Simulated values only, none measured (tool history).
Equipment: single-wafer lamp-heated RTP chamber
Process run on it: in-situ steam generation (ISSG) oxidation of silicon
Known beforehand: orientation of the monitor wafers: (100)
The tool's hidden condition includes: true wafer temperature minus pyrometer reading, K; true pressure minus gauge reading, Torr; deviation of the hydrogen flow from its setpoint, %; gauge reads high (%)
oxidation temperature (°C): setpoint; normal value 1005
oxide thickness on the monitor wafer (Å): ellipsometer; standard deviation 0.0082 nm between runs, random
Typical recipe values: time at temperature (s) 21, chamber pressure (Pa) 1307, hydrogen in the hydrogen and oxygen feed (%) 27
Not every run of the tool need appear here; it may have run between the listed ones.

run,day,oxidation temperature (°C),time at temperature (s),chamber pressure (Pa),hydrogen in the hydrogen and oxygen feed (%),wafers since the last listed run,wafers since the last pyrometer calibration,hours since the pressure gauge was zeroed,hours since the hydrogen flow controller was replaced,hours since the gauge calibration,"read-back reference wafer on the same gauge, thickness",oxide thickness on the monitor wafer (Å)
1,0.000,1005,21,1360,27,0,697,3460.5,5348.4,765.1,6.352,54.44
2,1.288,1005,21,1360,27,473,1170,3491.4,5379.3,796.0,6.351,54.48
3,4.942,1005,21,1360,27,1344,2514,3579.1,5467.0,883.7,6.347,54.78
4,7.071,1005,21,1307,27,783,3297,3630.2,5518.1,934.8,6.350,55.26
# day 8.100: pyrometer window cleaned and pyrometer calibrated
5,9.296,1005,21,1307,27,695,440,3683.6,5571.5,988.2,6.350,54.99
6,12.292,1005,21,1307,27,1101,1542,3755.5,5643.4,1060.1,6.351,55.01
7,15.042,1005,21,1307,27,1011,2553,3821.5,5709.4,1126.1,6.349,55.31
8,16.971,1005,14,1307,27,709,3263,3867.8,5755.7,1172.4,6.348,45.94
# day 18.588: pyrometer window cleaned and pyrometer calibrated
9,18.921,1005,14,1307,27,594,122,3914.6,5802.5,1219.2,6.348,45.77
10,20.492,1005,14,1307,27,577,699,3952.3,5840.2,1256.9,6.348,45.81
11,22.029,991,18,1307,27,565,1265,3989.2,5877.1,1293.8,6.349,48.64
# day 23.671: pressure gauge zeroed
12,24.083,1005,21,1307,27,632,1898,9.9,5926.4,1343.1,6.351,55.17

Run 13 is up next; what results do you expect?
# day 24.629: gauge calibrated
13,27.038,1005,17,1307,27,1086,2984,80.8,5997.3,57.8,?,?

Run 13 came out at read-back reference wafer on the same gauge, thickness 6.349, oxide thickness on the monitor wafer (Å) 50.26.
Minus the tool's unlogged condition, the same run would have read oxide thickness on the monitor wafer (Å) 49.93.

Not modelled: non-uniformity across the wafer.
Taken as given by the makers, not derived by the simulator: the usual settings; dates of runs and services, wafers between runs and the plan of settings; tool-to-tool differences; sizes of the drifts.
